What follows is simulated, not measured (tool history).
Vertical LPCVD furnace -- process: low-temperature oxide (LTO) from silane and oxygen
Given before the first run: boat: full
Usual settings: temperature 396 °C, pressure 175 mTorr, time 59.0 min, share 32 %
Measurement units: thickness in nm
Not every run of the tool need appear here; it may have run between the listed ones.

run	hour	temperature	pressure	time	share	read-back reference wafer on the same gauge, thickness	thickness
1	0.0	396	175	59.0	32	338.67	319.79
2	31.8	396	175	59.0	35	338.17	356.20
3	57.0	396	175	59.0	33	337.07	331.72
4	87.4	396	175	59.0	33	336.56	334.04
5	100.3	396	175	59.0	33	336.36	329.50
6	119.9	396	175	59.0	28	336.00	260.72
7	132.8	396	175	59.0	32	335.79	315.93
8	168.1	396	175	59.0	32	334.90	314.80
9	201.2	396	175	59.0	32	334.74	312.73
# hour 233.6: pressure gauge zeroed
10	234.1	396	200	59.0	32	333.42	359.82
11	238.8	389	175	59.0	37	333.90	352.81
# hour 240.4: gauge calibrated
12	249.5	404	190	59.0	32	341.23	384.71
# hour 274.3: silane flow controller replaced
13	282.7	396	175	59.0	32	341.07	321.16
14	301.6	396	175	59.0	32	341.27	319.61
# hour 342.3: thermocouples replaced and temperature profile calibrated
15	342.8	386	175	59.0	29	341.99	247.94
16	359.1	396	175	36.5	32	341.25	199.93
17	457.8	390	145	45.5	34	340.57	207.93
18	490.2	396	210	48.5	35	339.71	359.71
19	505.4	391	175	59.0	32	340.30	302.01
20	529.1	396	175	59.0	32	339.63	320.04

State the hidden condition of the tool at each of the runs:
true tube temperature minus thermocouple reading, K: 0 at every run
true pressure minus gauge reading, mTorr: 0 at every run
deviation of the silane flow from its setpoint, %: 0 at every run
H1: gauge reads high (%)
run	H1
1	-0.808
2	-0.95
3	-1.07
4	-1.23
5	-1.3
6	-1.41
7	-1.49
8	-1.7
9	-1.92
10	-2.16
11	-2.19
12	0.124
13	0.113
14	0.0999
15	0.0561
16	0.0327
17	-0.183
18	-0.281
19	-0.332
20	-0.417
